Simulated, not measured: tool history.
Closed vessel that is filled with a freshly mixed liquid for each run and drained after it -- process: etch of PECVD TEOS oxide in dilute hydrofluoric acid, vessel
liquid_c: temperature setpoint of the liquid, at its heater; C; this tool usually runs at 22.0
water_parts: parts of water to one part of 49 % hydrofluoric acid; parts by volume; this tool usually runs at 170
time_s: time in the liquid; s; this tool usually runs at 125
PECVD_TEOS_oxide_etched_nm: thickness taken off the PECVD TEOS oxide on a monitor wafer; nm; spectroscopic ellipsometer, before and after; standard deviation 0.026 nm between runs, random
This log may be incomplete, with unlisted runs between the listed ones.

run     day  liquid_c  water_parts  time_s  wafers since the last listed run  hours since the thermometer was replaced  hours since the hydrofluoric acid flow meter was replaced  hours since the gauge calibration  read-back film thickness of the PECVD TEOS oxide reference wafer, read on the same gauge (nm)  PECVD_TEOS_oxide_etched_nm
  1   0.000      22.0          170     125                                 0                                    1369.3                                                     1504.6                               74.9                                                                                         130.00                        7.19
  2   0.692      22.0          170     125                              2055                                    1385.9                                                     1521.2                               91.5                                                                                         129.99                        7.20
  3   1.196      22.0          170     125                              1498                                    1398.0                                                     1533.3                              103.6                                                                                         130.00                        7.19
  4   1.846      22.0          205     125                              1931                                    1413.6                                                     1548.9                              119.2                                                                                         129.99                        5.77
  5   3.208      22.0          170     125                              4048                                    1446.3                                                     1581.6                              151.9                                                                                         130.00                        7.23
  6   4.142      24.0          170     180                              2773                                    1468.7                                                     1604.0                              174.3                                                                                         130.01                       11.18
  7   4.796      24.5          170      80                              1943                                    1484.4                                                     1619.7                              190.0                                                                                         130.01                        5.05
  8   5.883      24.5          170      80                              3231                                    1510.5                                                     1645.8                              216.1                                                                                         129.99                        5.06
  9   6.779      24.5          170      80                              2662                                    1532.0                                                     1667.3                              237.6                                                                                         129.99                        5.08
 10   7.329      22.0          170      65                              1634                                    1545.2                                                     1680.5                              250.8                                                                                         129.99                        3.73
 11   8.538      22.0          170      65                              3590                                    1574.2                                                     1709.5                              279.8                                                                                         130.01                        3.71
 12   9.829      22.0          170      65                              3838                                    1605.2                                                     1740.5                              310.8                                                                                         129.99                        3.72
 13  10.500      22.0          110     125                              1993                                    1621.3                                                     1756.6                              326.9                                                                                         129.97                       11.84
 14  11.225      22.0          110     125                              2154                                    1638.7                                                     1774.0                              344.3                                                                                         129.99                       11.89
     11.704  -- hydrofluoric acid flow meter replaced
     12.375  -- thermometer replaced
 15  12.396      22.0          110     125                              3231                                       0.5                                                       16.6                              372.4                                                                                         130.00                       12.22
 16  13.221      22.0          170      60                              2451                                      20.3                                                       36.4                              392.2                                                                                         129.99                        3.58
 17  14.038      20.5          210      90                              2426                                      39.9                                                       56.0                              411.8                                                                                         130.00                        3.93
 18  14.625      18.0          145      65                              1745                                      54.0                                                       70.1                              425.9                                                                                         130.00                        3.94
 19  15.250      22.0          135     125                              1857                                      69.0                                                       85.1                              440.9                                                                                         130.01                        9.75
 20  16.600      18.0          100      55                              4011                                     101.4                                                      117.5                              473.3                                                                                         130.00                        5.13
 21  18.521      24.5          105     125                              5707                                     147.5                                                      163.6                              519.4                                                                                         130.00                       14.19
 22  19.483      22.0          170     125                              2860                                     170.6                                                      186.7                              542.5                                                                                         130.00                        7.45
 23  20.683      27.0          250      75                              3565                                     199.4                                                      215.5                              571.3                                                                                         129.99                        3.34
 24  21.521      22.0          170     125                              2488                                     219.5                                                      235.6                              591.4                                                                                         129.99                        7.44
 25  22.021      22.0          170     125                              1485                                     231.5                                                      247.6                              603.4                                                                                         130.01                        7.39
 26  22.738      25.5          170     125                              2129                                     248.7                                                      264.8                              620.6                                                                                         130.00                        8.42
 27  23.758      22.0          195     175                              3033                                     273.2                                                      289.3                              645.1                                                                                         130.01                        8.82
 28  24.367      20.0          100      95                              1807                                     287.8                                                      303.9                              659.7                                                                                         130.01                        9.58
 29  25.117      22.0           95     125                              2228                                     305.8                                                      321.9                              677.7                                                                                         129.98                       14.34
     25.704  -- gauge calibrated
 30  25.708      18.0          145      65                              1758                                     320.0                                                      336.1                                0.1                                                                                         129.99                        3.95
 31  29.867      23.5          170     150                             12356                                     419.8                                                      435.9                               99.9                                                                                         130.01                        9.34
 32  33.812      24.0          145      55                             11725                                     514.5                                                      530.6                              194.6                                                                                         130.01                        4.21
 33  34.729      27.0          170      85                              2723                                     536.5                                                      552.6                              216.6                                                                                         129.97                        6.08
 34  35.246      22.0          170     125                              1535                                     548.9                                                      565.0                              229.0                                                                                         130.00                        7.39

Alternative continuations, all from the tool just after run 34; predict every row:
  A  35.275      22.0          195     125                                86                                     549.6                                                      565.7                              229.7                                                                                              ?                           ?
  B  35.275      17.0          170     125                                86                                     549.6                                                      565.7                              229.7                                                                                              ?                           ?
  C  35.275      23.5          235     165                                86                                     549.6                                                      565.7                              229.7                                                                                              ?                           ?

run  read-back film thickness of the PECVD TEOS oxide reference wafer, read on the same gauge (nm)  PECVD_TEOS_oxide_etched_nm
  A                                                                                         130.00                        6.24
  B                                                                                         130.00                        6.03
  C                                                                                         130.00                        6.93
The same runs, with their run-to-run variation unchanged, on a tool lacking any hidden condition would have given:
run  PECVD_TEOS_oxide_etched_nm
  A                        6.31
  B                        6.10
  C                        7.01
